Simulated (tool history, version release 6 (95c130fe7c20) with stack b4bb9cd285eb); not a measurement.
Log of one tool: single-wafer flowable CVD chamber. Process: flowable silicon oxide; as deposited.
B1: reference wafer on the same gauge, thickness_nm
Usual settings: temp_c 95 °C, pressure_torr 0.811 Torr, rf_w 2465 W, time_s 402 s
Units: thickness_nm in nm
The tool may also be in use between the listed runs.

{"run": 1, "hour": 0.0, "temp_c": 95, "pressure_torr": 0.696, "rf_w": 2465, "time_s": 402, "B1": 248.16, "thickness_nm": 253.447}
{"run": 2, "hour": 10.7, "temp_c": 95, "pressure_torr": 0.696, "rf_w": 2465, "time_s": 402, "B1": 247.997, "thickness_nm": 254.215}
{"run": 3, "hour": 17.6, "temp_c": 102, "pressure_torr": 0.811, "rf_w": 2465, "time_s": 402, "B1": 247.668, "thickness_nm": 229.143}
{"run": 4, "hour": 26.3, "temp_c": 102, "pressure_torr": 0.811, "rf_w": 2465, "time_s": 402, "B1": 248.146, "thickness_nm": 229.706}
{"hour": 49.5, "done": "capacitance manometer re-zeroed and calibrated"}
{"run": 5, "hour": 50.0, "temp_c": 102, "pressure_torr": 0.811, "rf_w": 2465, "time_s": 402, "B1": 247.925, "thickness_nm": 228.743}
{"run": 6, "hour": 59.1, "temp_c": 95, "pressure_torr": 0.811, "rf_w": 2465, "time_s": 402, "B1": 247.978, "thickness_nm": 285.758}
{"run": 7, "hour": 94.0, "temp_c": 95, "pressure_torr": 0.811, "rf_w": 2465, "time_s": 402, "B1": 247.962, "thickness_nm": 287.078}
{"run": 8, "hour": 106.4, "temp_c": 101, "pressure_torr": 0.811, "rf_w": 2465, "time_s": 402, "B1": 248.037, "thickness_nm": 236.512}
{"run": 9, "hour": 118.8, "temp_c": 95, "pressure_torr": 0.811, "rf_w": 2295, "time_s": 402, "B1": 247.828, "thickness_nm": 284.674}
{"run": 10, "hour": 126.2, "temp_c": 91, "pressure_torr": 0.811, "rf_w": 2465, "time_s": 402, "B1": 248.037, "thickness_nm": 326.791}
{"run": 11, "hour": 134.2, "temp_c": 95, "pressure_torr": 0.712, "rf_w": 2465, "time_s": 452, "B1": 248.335, "thickness_nm": 292.082}
{"run": 12, "hour": 145.0, "temp_c": 95, "pressure_torr": 0.811, "rf_w": 2465, "time_s": 402, "B1": 248.207, "thickness_nm": 285.798}
{"run": 13, "hour": 160.4, "temp_c": 95, "pressure_torr": 0.811, "rf_w": 2465, "time_s": 402, "B1": 247.918, "thickness_nm": 287.481}
{"run": 14, "hour": 168.3, "temp_c": 84, "pressure_torr": 0.911, "rf_w": 2465, "time_s": 402, "B1": 247.984, "thickness_nm": 440.11}
{"run": 15, "hour": 179.0, "temp_c": 95, "pressure_torr": 0.811, "rf_w": 2465, "time_s": 402, "B1": 248.133, "thickness_nm": 285.206}
{"run": 16, "hour": 187.1, "temp_c": 95, "pressure_torr": 0.759, "rf_w": 2465, "time_s": 402, "B1": 247.906, "thickness_nm": 272.379}
{"hour": 201.9, "done": "RF generator calibrated"}
{"run": 17, "hour": 233.5, "temp_c": 95, "pressure_torr": 0.976, "rf_w": 2625, "time_s": 402, "B1": 248.25, "thickness_nm": 336.768}
{"hour": 242.6, "done": "thermocouple changed; heater temperature recalibrated"}
{"hour": 248.0, "done": "gauge calibrated"}
{"hour": 256.1, "done": "showerhead replaced"}
{"run": 18, "hour": 256.6, "temp_c": 107, "pressure_torr": 0.811, "rf_w": 2465, "time_s": 445, "B1": 248.16, "thickness_nm": 215.524}
{"run": 19, "hour": 261.0, "temp_c": 95, "pressure_torr": 0.811, "rf_w": 2930, "time_s": 402, "B1": 247.951, "thickness_nm": 292.082}
{"run": 20, "hour": 271.0, "temp_c": 82, "pressure_torr": 0.811, "rf_w": 2155, "time_s": 402, "B1": 247.716, "thickness_nm": 413.51}
{"run": 21, "hour": 278.9, "temp_c": 106, "pressure_torr": 0.941, "rf_w": 2670, "time_s": 402, "B1": 248.102, "thickness_nm": 228.27}
{"run": 22, "hour": 288.2, "temp_c": 99, "pressure_torr": 1.01, "rf_w": 2085, "time_s": 402, "B1": 248.027, "thickness_nm": 292.894}
{"run": 23, "hour": 305.7, "temp_c": 106, "pressure_torr": 0.868, "rf_w": 2330, "time_s": 366, "B1": 247.76, "thickness_nm": 191.35}
{"run": 24, "hour": 318.1, "temp_c": 95, "pressure_torr": 0.811, "rf_w": 2715, "time_s": 463, "B1": 248.221, "thickness_nm": 335.494}
{"run": 25, "hour": 336.0, "temp_c": 95, "pressure_torr": 0.811, "rf_w": 2465, "time_s": 437, "B1": 247.557, "thickness_nm": 311.267}
{"run": 26, "hour": 352.8, "temp_c": 95, "pressure_torr": 0.678, "rf_w": 2600, "time_s": 402, "B1": 247.754, "thickness_nm": 252.169}
{"run": 27, "hour": 362.7, "temp_c": 95, "pressure_torr": 0.811, "rf_w": 2080, "time_s": 374, "B1": 248.488, "thickness_nm": 259.39}
{"run": 28, "hour": 379.4, "temp_c": 95, "pressure_torr": 0.811, "rf_w": 2465, "time_s": 402, "B1": 247.866, "thickness_nm": 286.715}
{"run": 29, "hour": 393.2, "temp_c": 102, "pressure_torr": 0.811, "rf_w": 2465, "time_s": 402, "B1": 247.969, "thickness_nm": 228.69}

3 ways to go on from here, each from the tool as it stands after run 29. What would each give?
{"run": "A", "hour": 393.7, "temp_c": 95, "pressure_torr": 0.811, "rf_w": 2465, "time_s": 402, "B1": "?", "thickness_nm": "?"}
{"run": "B", "hour": 393.7, "temp_c": 107, "pressure_torr": 0.738, "rf_w": 2465, "time_s": 402, "B1": "?", "thickness_nm": "?"}
{"run": "C", "hour": 393.7, "temp_c": 100, "pressure_torr": 0.811, "rf_w": 2465, "time_s": 402, "B1": "?", "thickness_nm": "?"}

run=A B1=248.065 thickness_nm=287.248
run=B B1=248.065 thickness_nm=181.436
run=C B1=248.065 thickness_nm=245.231
Without the tool's hidden state the same runs would have given:
run=A thickness_nm=287.248
run=B thickness_nm=181.436
run=C thickness_nm=245.231
